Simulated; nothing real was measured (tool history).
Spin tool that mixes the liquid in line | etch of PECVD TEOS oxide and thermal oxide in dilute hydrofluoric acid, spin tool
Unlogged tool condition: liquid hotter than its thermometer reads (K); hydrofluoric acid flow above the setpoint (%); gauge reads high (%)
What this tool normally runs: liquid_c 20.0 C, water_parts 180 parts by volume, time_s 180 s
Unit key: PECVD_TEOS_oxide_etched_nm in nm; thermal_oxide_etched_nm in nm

run   hour  liquid_c  water_parts  time_s  wafers since the last listed run  hours since the thermometer was replaced  hours since the hydrofluoric acid flow meter was replaced  hours since the gauge calibration  read-back film thickness of the PECVD TEOS oxide reference wafer, read on the same gauge (nm)  read-back film thickness of the thermal oxide reference wafer, read on the same gauge (nm)  PECVD_TEOS_oxide_etched_nm  thermal_oxide_etched_nm
  1    0.0      20.0          180     180                                 0                                     285.1                                                      315.0                              306.5                                                                                          80.00                                                                                      29.981                       12.70                    3.976
  2    7.4      20.0          180     180                                41                                     292.5                                                      322.4                              313.9                                                                                          79.97                                                                                      29.967                       12.77                    4.056
  3   15.1      20.0          180     180                                43                                     300.2                                                      330.1                              321.6                                                                                          79.99                                                                                      30.023                       12.66                    4.015
  4   28.7      22.5          180     180                                77                                     313.8                                                      343.7                              335.2                                                                                          79.99                                                                                      30.013                       14.15                    4.489
  5   43.7      20.0          180     180                                85                                     328.8                                                      358.7                              350.2                                                                                          79.99                                                                                      29.994                       12.72                    4.013
  6   52.6      20.0          180     180                                50                                     337.7                                                      367.6                              359.1                                                                                          80.01                                                                                      30.025                       12.90                    4.008
  7   61.5      20.0          180     180                                50                                     346.6                                                      376.5                              368.0                                                                                          80.01                                                                                      30.008                       12.83                    4.050
  8   73.6      20.0          180     180                                68                                     358.7                                                      388.6                              380.1                                                                                          80.01                                                                                      30.025                       12.92                    4.053
  9   83.9      20.0          180     180                                58                                     369.0                                                      398.9                              390.4                                                                                          79.98                                                                                      30.029                       12.86                    4.077
 10   93.3      17.5          180     285                                53                                     378.4                                                      408.3                              399.8                                                                                          80.00                                                                                      29.993                       18.52                    5.806
 11  102.8      17.0          180     260                                53                                     387.9                                                      417.8                              409.3                                                                                          80.02                                                                                      30.004                       16.60                    5.144
     104.9  -- hydrofluoric acid flow meter replaced
 12  120.4      24.5          180     180                                94                                     405.5                                                       15.5                              426.9                                                                                          79.99                                                                                      30.023                       14.47                    4.518
 13  130.3      18.5          220      90                                56                                     415.4                                                       25.4                              436.8                                                                                          79.98                                                                                      29.998                        4.52                    1.436
 14  139.4      20.0          130     180                                51                                     424.5                                                       34.5                              445.9                                                                                          80.00                                                                                      30.005                       17.75                    5.557
 15  146.0      20.0          180     120                                37                                     431.1                                                       41.1                              452.5                                                                                          80.00                                                                                      30.024                        8.12                    2.546
 16  155.6      17.0          125     100                                54                                     440.7                                                       50.7                              462.1                                                                                          80.01                                                                                      29.994                        9.14                    2.911
 17  170.2      17.0          120     140                                82                                     455.3                                                       65.3                              476.7                                                                                          79.99                                                                                      29.983                       13.50                    4.214
 18  178.9      17.0          255     110                                49                                     464.0                                                       74.0                              485.4                                                                                          79.99                                                                                      29.975                        4.40                    1.373
     190.8  -- thermometer replaced
 19  196.5      21.5          180     180                                94                                       5.7                                                       91.6                              503.0                                                                                          79.99                                                                                      29.985                       12.92                    4.069
     207.5  -- gauge calibrated
 20  207.6      20.0          180     180                                62                                      16.8                                                      102.7                                0.1                                                                                          80.03                                                                                      29.994                       12.46                    3.880
 21  228.4      17.0          180     110                               117                                      37.6                                                      123.5                               20.9                                                                                          80.00                                                                                      30.007                        6.67                    2.122
 22  278.8      20.0          180     180                               285                                      88.0                                                      173.9                               71.3                                                                                          80.00                                                                                      30.010                       12.48                    3.888
 23  287.1      17.0          180      90                                47                                      96.3                                                      182.2                               79.6                                                                                          79.98                                                                                      29.990                        5.56                    1.744
 24  304.2      18.0          120     285                                96                                     113.4                                                      199.3                               96.7                                                                                          80.00                                                                                      29.991                       28.74                    9.384
 25  312.9      20.0          100     180                                49                                     122.1                                                      208.0                              105.4                                                                                          80.01                                                                                      30.040                       24.47                    7.709
 26  322.0      20.0          180     180                                51                                     131.2                                                      217.1                              114.5                                                                                          80.00                                                                                      29.990                       12.57                    3.996
 27  329.4      20.0          245     180                                41                                     138.6                                                      224.5                              121.9                                                                                          80.00                                                                                      30.014                        8.77                    2.776

Below are 3 alternative next runs, each starting from the tool's condition after run 27. Predict each:
  A  329.9      20.0          180     265                                 2                                     139.1                                                      225.0                              122.4                                                                                              ?                                                                                           ?                           ?                        ?
  B  329.9      20.0          180     150                                 2                                     139.1                                                      225.0                              122.4                                                                                              ?                                                                                           ?                           ?                        ?
  C  329.9      17.0          180     180                                 2                                     139.1                                                      225.0                              122.4                                                                                              ?                                                                                           ?                           ?                        ?

run  read-back film thickness of the PECVD TEOS oxide reference wafer, read on the same gauge (nm)  read-back film thickness of the thermal oxide reference wafer, read on the same gauge (nm)  PECVD_TEOS_oxide_etched_nm  thermal_oxide_etched_nm
  A                                                                                          80.01                                                                                      29.998                       18.55                    5.877
  B                                                                                          80.01                                                                                      29.998                       10.50                    3.327
  C                                                                                          80.01                                                                                      29.998                       11.18                    3.543
What these runs would have given with no unlogged condition in the tool:
run  PECVD_TEOS_oxide_etched_nm  thermal_oxide_etched_nm
  A                       17.89                    5.670
  B                       10.13                    3.209
  C                       10.79                    3.419
